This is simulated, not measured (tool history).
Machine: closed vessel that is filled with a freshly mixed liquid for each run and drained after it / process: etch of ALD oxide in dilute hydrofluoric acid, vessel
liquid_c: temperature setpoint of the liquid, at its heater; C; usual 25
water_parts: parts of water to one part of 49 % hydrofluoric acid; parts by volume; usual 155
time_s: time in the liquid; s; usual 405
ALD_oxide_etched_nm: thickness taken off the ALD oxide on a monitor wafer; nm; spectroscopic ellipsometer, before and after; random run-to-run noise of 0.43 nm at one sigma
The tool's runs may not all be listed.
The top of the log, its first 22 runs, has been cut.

run	day	liquid_c	water_parts	time_s	wafers since the last listed run	hours since the thermometer was replaced	hours since the hydrofluoric acid flow meter was replaced	hours since the gauge calibration	read-back film thickness of the ALD oxide reference wafer, read on the same gauge (nm)	ALD_oxide_etched_nm
23	48	25	155	405	3690	105	399.5	638.8	80	43.5
24	50.846	25	155	405	7591	173.3	467.8	707.1	80.01	44.04
25	52.688	28.5	130	235	4912	217.5	512	751.3	80.03	36.03
26	53.904	27.5	135	595	3245	246.7	541.2	780.5	79.98	84.32
27	55.804	25	155	600	5068	292.3	586.8	826.1	79.98	64.95
28	58.554	25	155	405	7335	358.3	652.8	892.1	80.04	44.12
29	59.946	22.5	180	190	3712	391.7	686.2	925.5	80.04	15.83
30	61.479	26.5	105	195	4090	428.5	723	962.3	80.02	34.7
31	63.292	29	225	635	4834	472	766.5	1005.8	80.02	50.89
32	65.854	23	215	605	6835	533.5	828	1067.3	80	40.73
33	68.842	25	155	405	7969	605.2	899.7	1139	80.01	43.23
34	71.392	27.5	135	215	6802	666.4	960.9	1200.2	80.02	30.43
35	73.504	25	200	180	5635	717.1	1011.6	1250.9	80.01	14.12

Branching from run 35: 3 alternative next runs. What would each branch give?
A	73.538	25	115	405	88	717.9	1012.4	1251.7	?	?
B	73.538	25	190	640	88	717.9	1012.4	1251.7	?	?
C	73.538	25	95	585	88	717.9	1012.4	1251.7	?	?

run	read-back film thickness of the ALD oxide reference wafer, read on the same gauge (nm)	ALD_oxide_etched_nm
A	79.96	61.33
B	79.96	53.81
C	79.96	109.9
The same runs, with their run-to-run variation unchanged, on a tool lacking any hidden condition would have given:
run	ALD_oxide_etched_nm
A	62.9
B	55.12
C	112.76

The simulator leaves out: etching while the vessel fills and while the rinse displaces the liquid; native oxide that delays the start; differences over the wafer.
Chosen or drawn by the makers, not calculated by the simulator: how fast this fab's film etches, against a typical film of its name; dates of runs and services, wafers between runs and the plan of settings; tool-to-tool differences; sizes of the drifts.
